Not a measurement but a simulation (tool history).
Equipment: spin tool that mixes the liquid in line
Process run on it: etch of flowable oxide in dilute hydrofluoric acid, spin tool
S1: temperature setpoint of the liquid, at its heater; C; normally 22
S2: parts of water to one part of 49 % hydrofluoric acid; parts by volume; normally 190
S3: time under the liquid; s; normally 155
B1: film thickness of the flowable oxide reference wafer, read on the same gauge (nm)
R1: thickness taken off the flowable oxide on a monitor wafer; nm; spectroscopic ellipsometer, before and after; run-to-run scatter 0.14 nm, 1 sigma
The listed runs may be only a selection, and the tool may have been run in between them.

{"run": 1, "hour": 0.0, "S1": 22, "S2": 190, "S3": 85, "B1": 60.01, "R1": 10.94}
{"run": 2, "hour": 21.4, "S1": 22, "S2": 190, "S3": 105, "B1": 60.01, "R1": 13.39}
{"run": 3, "hour": 45.7, "S1": 22, "S2": 190, "S3": 105, "B1": 59.99, "R1": 13.48}
{"run": 4, "hour": 85.8, "S1": 22, "S2": 190, "S3": 105, "B1": 60, "R1": 13.58}
{"run": 5, "hour": 121.6, "S1": 22, "S2": 190, "S3": 155, "B1": 60, "R1": 19.87}
{"run": 6, "hour": 141.6, "S1": 18.5, "S2": 190, "S3": 155, "B1": 60, "R1": 17.2}
{"run": 7, "hour": 159.9, "S1": 18.5, "S2": 190, "S3": 155, "B1": 59.99, "R1": 17.46}
{"run": 8, "hour": 186.4, "S1": 18.5, "S2": 190, "S3": 155, "B1": 60, "R1": 17.24}
{"hour": 200.7, "done": "hydrofluoric acid flow meter replaced"}
{"run": 9, "hour": 214.1, "S1": 22, "S2": 190, "S3": 155, "B1": 60.01, "R1": 19.89}
{"run": 10, "hour": 232.9, "S1": 22, "S2": 255, "S3": 210, "B1": 60, "R1": 18.77}
{"run": 11, "hour": 258.8, "S1": 22, "S2": 255, "S3": 210, "B1": 60, "R1": 18.92}
{"run": 12, "hour": 279.9, "S1": 22, "S2": 255, "S3": 210, "B1": 60.02, "R1": 18.88}
{"hour": 290.6, "done": "gauge calibrated"}
{"run": 13, "hour": 298.7, "S1": 19, "S2": 270, "S3": 100, "B1": 60.01, "R1": 7.48}
{"run": 14, "hour": 318.8, "S1": 22, "S2": 190, "S3": 155, "B1": 60.01, "R1": 19.8}
{"run": 15, "hour": 353.1, "S1": 22, "S2": 190, "S3": 155, "B1": 60, "R1": 19.96}
{"run": 16, "hour": 369.4, "S1": 22, "S2": 145, "S3": 115, "B1": 60.02, "R1": 20.28}
{"run": 17, "hour": 404.2, "S1": 26.5, "S2": 130, "S3": 230, "B1": 59.98, "R1": 54.54}
{"hour": 411.0, "done": "thermometer replaced"}
{"run": 18, "hour": 426.5, "S1": 22, "S2": 190, "S3": 245, "B1": 59.99, "R1": 31.45}
{"run": 19, "hour": 457.5, "S1": 22, "S2": 285, "S3": 90, "B1": 60, "R1": 6.96}
{"run": 20, "hour": 475.5, "S1": 22, "S2": 190, "S3": 235, "B1": 60, "R1": 29.67}
{"run": 21, "hour": 510.1, "S1": 18.5, "S2": 190, "S3": 225, "B1": 60.01, "R1": 25.63}
{"run": 22, "hour": 543.1, "S1": 22, "S2": 270, "S3": 245, "B1": 60, "R1": 20.16}
{"run": 23, "hour": 566.3, "S1": 22, "S2": 190, "S3": 155, "B1": 60, "R1": 19.86}
{"run": 24, "hour": 598.9, "S1": 22, "S2": 230, "S3": 185, "B1": 60.01, "R1": 18.85}

Run 25 has not been measured yet. What should we expect?
{"run": 25, "hour": 625.3, "S1": 22, "S2": 190, "S3": 85, "B1": "?", "R1": "?"}

B1: 60
R1: 10.87 nm
Minus the tool's unlogged condition, the same run would have read R1 10.87 nm.
